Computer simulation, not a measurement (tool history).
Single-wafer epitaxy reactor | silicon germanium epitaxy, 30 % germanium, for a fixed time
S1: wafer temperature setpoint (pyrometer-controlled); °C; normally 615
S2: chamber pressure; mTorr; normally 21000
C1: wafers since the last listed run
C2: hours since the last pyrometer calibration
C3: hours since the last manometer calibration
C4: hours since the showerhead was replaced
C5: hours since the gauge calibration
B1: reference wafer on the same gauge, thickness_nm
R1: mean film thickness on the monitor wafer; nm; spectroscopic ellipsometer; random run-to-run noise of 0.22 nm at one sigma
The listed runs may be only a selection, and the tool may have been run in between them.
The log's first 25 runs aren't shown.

run	day	S1	S2	C1	C2	C3	C4	C5	B1	R1
# day 55.879: capacitance manometer re-zeroed and calibrated
# day 55.900: showerhead replaced
26	56.775	605	23700	1102	992.3	21.5	21.0	365.4	92.166	64.901
27	58.504	627	23800	774	1033.8	63.0	62.5	406.9	92.303	101.551
28	61.196	615	21000	1205	1098.4	127.6	127.1	471.5	92.228	75.813
29	63.658	630	16000	1102	1157.5	186.7	186.2	530.6	92.082	92.311
30	65.696	615	21000	912	1206.4	235.6	235.1	579.5	92.259	75.424
31	68.162	602	21000	1104	1265.6	294.8	294.3	638.7	92.113	58.123
32	69.996	623	22900	821	1309.6	338.8	338.3	682.7	92.268	91.961
33	72.979	623	21000	1336	1381.2	410.4	409.9	754.3	92.248	89.123
34	75.400	604	17800	1084	1439.3	468.5	468.0	812.4	92.198	57.106
35	77.200	615	21000	806	1482.5	511.7	511.2	855.6	92.184	75.451

Predict each of these 4 candidate next runs independently; none follows another, all start after run 35:
A	77.217	615	17500	7	1482.9	512.1	511.6	856.0	?	?
B	77.217	624	24100	7	1482.9	512.1	511.6	856.0	?	?
C	77.217	608	23100	7	1482.9	512.1	511.6	856.0	?	?
D	77.217	627	15900	7	1482.9	512.1	511.6	856.0	?	?

run	B1	R1
A	92.334	70.493
B	92.334	95.585
C	92.334	68.084
D	92.334	86.258
What these runs would have given with no unlogged condition in the tool:
run	R1
A	73.099
B	99.037
C	70.648
D	89.349
